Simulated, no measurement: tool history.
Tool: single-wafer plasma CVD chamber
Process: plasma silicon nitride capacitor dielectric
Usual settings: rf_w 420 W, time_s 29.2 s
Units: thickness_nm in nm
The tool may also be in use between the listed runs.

| run | hour | rf_w | time_s | wafers since the last listed run | hours since the last RF generator calibration | hours since the showerhead was replaced | hours since the gauge calibration | read-back reference wafer on the same gauge, thickness_nm | thickness_nm |
|---|---|---|---|---|---|---|---|---|---|
| 1 | 0.0 | 420 | 29.2 | 0 | 1544.5 | 5442.1 | 251.4 | 48.415 | 41.714 |
| 2 | 15.2 | 420 | 29.2 | 392 | 1559.7 | 5457.3 | 266.6 | 48.403 | 41.751 |
| 3 | 36.0 | 420 | 29.2 | 536 | 1580.5 | 5478.1 | 287.4 | 48.412 | 41.664 |
| 4 | 49.5 | 420 | 25.7 | 348 | 1594.0 | 5491.6 | 300.9 | 48.388 | 36.756 |
| 5 | 76.5 | 420 | 25.7 | 697 | 1621.0 | 5518.6 | 327.9 | 48.392 | 36.759 |
| 6 | 103.2 | 420 | 29.2 | 689 | 1647.7 | 5545.3 | 354.6 | 48.397 | 41.648 |
| 7 | 134.9 | 420 | 29.2 | 818 | 1679.4 | 5577.0 | 386.3 | 48.396 | 41.670 |
| 8 | 168.8 | 420 | 29.2 | 875 | 1713.3 | 5610.9 | 420.2 | 48.407 | 41.593 |
| 9 | 233.3 | 420 | 29.2 | 1665 | 1777.8 | 5675.4 | 484.7 | 48.398 | 41.594 |
| 10 | 261.6 | 420 | 27.2 | 730 | 1806.1 | 5703.7 | 513.0 | 48.397 | 38.690 |
| 11 | 293.4 | 420 | 27.2 | 820 | 1837.9 | 5735.5 | 544.8 | 48.389 | 38.723 |
| 12 | 322.1 | 420 | 27.2 | 740 | 1866.6 | 5764.2 | 573.5 | 48.402 | 38.779 |
|  | 323.8 | gauge calibrated |
| 13 | 347.3 | 420 | 29.2 | 650 | 1891.8 | 5789.4 | 23.5 | 48.398 | 41.517 |
| 14 | 365.1 | 420 | 29.2 | 459 | 1909.6 | 5807.2 | 41.3 | 48.406 | 41.541 |
| 15 | 392.9 | 420 | 29.2 | 717 | 1937.4 | 5835.0 | 69.1 | 48.424 | 41.499 |
| 16 | 424.4 | 420 | 29.2 | 813 | 1968.9 | 5866.5 | 100.6 | 48.387 | 41.490 |
| 17 | 494.9 | 420 | 29.2 | 1820 | 2039.4 | 5937.0 | 171.1 | 48.437 | 41.367 |
| 18 | 515.5 | 380 | 24.3 | 531 | 2060.0 | 5957.6 | 191.7 | 48.393 | 33.769 |
| 19 | 548.9 | 455 | 25.3 | 862 | 2093.4 | 5991.0 | 225.1 | 48.426 | 36.506 |
| 20 | 577.7 | 480 | 34.5 | 743 | 2122.2 | 6019.8 | 253.9 | 48.407 | 50.165 |
|  | 595.0 | showerhead replaced |
| 21 | 669.4 | 390 | 25.1 | 2160 | 2213.9 | 74.4 | 345.6 | 48.409 | 34.981 |
|  | 685.9 | RF generator calibrated |
| 22 | 690.1 | 470 | 31.7 | 327 | 4.2 | 95.1 | 366.3 | 48.388 | 46.668 |

Forecast run 23:
| 23 | 708.8 | 465 | 35.0 | 482 | 22.9 | 113.8 | 385.0 | ? | ? |

{"run 23": {"read-back reference wafer on the same gauge, thickness_nm": 48.421, "thickness_nm": 51.599}}
Without the tool's hidden state the same run would have given thickness_nm 51.654 nm.
